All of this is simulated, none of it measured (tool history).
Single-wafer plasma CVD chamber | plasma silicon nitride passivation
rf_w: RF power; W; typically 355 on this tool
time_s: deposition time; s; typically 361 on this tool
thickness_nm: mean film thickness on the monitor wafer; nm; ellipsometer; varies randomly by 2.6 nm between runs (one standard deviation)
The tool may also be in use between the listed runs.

run,hour,rf_w,time_s,wafers since the last listed run,hours since the last RF generator calibration,hours since the showerhead was replaced,hours since the gauge calibration,"read-back reference wafer on the same gauge, thickness_nm",thickness_nm
1,0,355,361,0,741.5,6718.8,367.4,494.425,473.619
2,22.4,355,317,68,763.9,6741.2,389.8,495.56,416.837
3,34.8,355,317,37,776.3,6753.6,402.2,496.011,417.303
4,60.3,355,317,77,801.8,6779.1,427.7,494.886,419.662
5,120.6,355,401,183,862.1,6839.4,488,494.665,524.071
6,144.8,355,396,73,886.3,6863.6,512.2,495.774,518.621
7,173,355,396,86,914.5,6891.8,540.4,493.676,520.519
8,202,355,396,88,943.5,6920.8,569.4,494.97,521.945
9,224.9,355,361,69,966.4,6943.7,592.3,495.101,472.369
10,252.8,355,361,85,994.3,6971.6,620.2,495.492,476.837
11,276.2,355,361,71,1017.7,6995,643.6,495.191,471.35
12,306.7,355,361,93,1048.2,7025.5,674.1,495.864,469.535
13,324.3,355,361,53,1065.8,7043.1,691.7,495.091,475.958
14,345.5,335,361,64,1087,7064.3,712.9,495.942,458.558
15,369.5,335,361,73,1111,7088.3,736.9,494.284,458.732
16,398.1,335,361,87,1139.6,7116.9,765.5,495.851,459.344
17,420,355,361,66,1161.5,7138.8,787.4,495.043,471.356
18,437.3,355,361,52,1178.8,7156.1,804.7,495.163,473.192
19,465.5,300,361,86,1207,7184.3,832.9,495.611,437.057
# hour 474.2: RF generator calibrated
20,490.8,300,361,52,16.6,7209.6,858.2,496.198,430.859
21,507.1,355,361,49,32.9,7225.9,874.5,493.968,465.729
# hour 510.3: gauge calibrated
22,607.3,355,361,305,133.1,7326.1,97,495.152,460.149
23,631.2,390,330,72,157,7350,120.9,494.861,435.655
24,655.9,355,361,75,181.7,7374.7,145.6,494.882,457.746
25,690.4,330,334,105,216.2,7409.2,180.1,494.126,417.234
26,717.3,420,338,82,243.1,7436.1,207,494.118,465.878
# hour 730.8: RF generator calibrated, repeated, since the last time left the tool worse
27,807.5,425,407,250,76.7,7526.3,297.2,495.02,583.528
28,837.1,355,361,90,106.3,7555.9,326.8,496.057,484.666
29,852.5,390,301,46,121.7,7571.3,342.2,496.45,418.729
30,883.7,420,401,95,152.9,7602.5,373.4,495.081,571.174
31,904.2,285,309,62,173.4,7623,393.9,496.043,372.727
32,925.1,420,432,63,194.3,7643.9,414.8,495.265,613.745
33,950,295,331,75,219.2,7668.8,439.7,494.518,405.317
34,971.9,355,333,66,241.1,7690.7,461.6,495.265,440.65
35,994,355,361,67,263.2,7712.8,483.7,494.208,484.31
# hour 1018: showerhead replaced
36,1056.4,300,330,165,325.6,38.4,546.1,494.839,412.108
37,1076.5,315,419,61,345.7,58.5,566.2,495.628,530.196
38,1107.1,380,403,93,376.3,89.1,596.8,495.671,551.777
39,1120.9,355,361,42,390.1,102.9,610.6,493.825,480.216
40,1155.3,300,323,104,424.5,137.3,645,495.153,399.05
41,1188.8,315,382,102,458,170.8,678.5,495.984,478.642
42,1202.7,355,361,42,471.9,184.7,692.4,493.174,479.41
43,1232,375,361,89,501.2,214,721.7,493.872,486.86
44,1294.4,285,407,190,563.6,276.4,784.1,495.534,489.53
45,1318,355,361,71,587.2,300,807.7,495.577,475.256

3 options for the next run, each taken on its own from the tool as it stands now. Forecast them:
A,1318.5,355,425,1,587.7,300.5,808.2,?,?
B,1318.5,295,425,1,587.7,300.5,808.2,?,?
C,1318.5,290,321,1,587.7,300.5,808.2,?,?

run,"read-back reference wafer on the same gauge, thickness_nm",thickness_nm
A,494.126,562.388
B,494.126,520.106
C,494.126,389.884
The same runs, with their run-to-run variation unchanged, on a tool lacking any hidden condition would have given:
run,thickness_nm
A,569.069
B,526.284
C,394.515
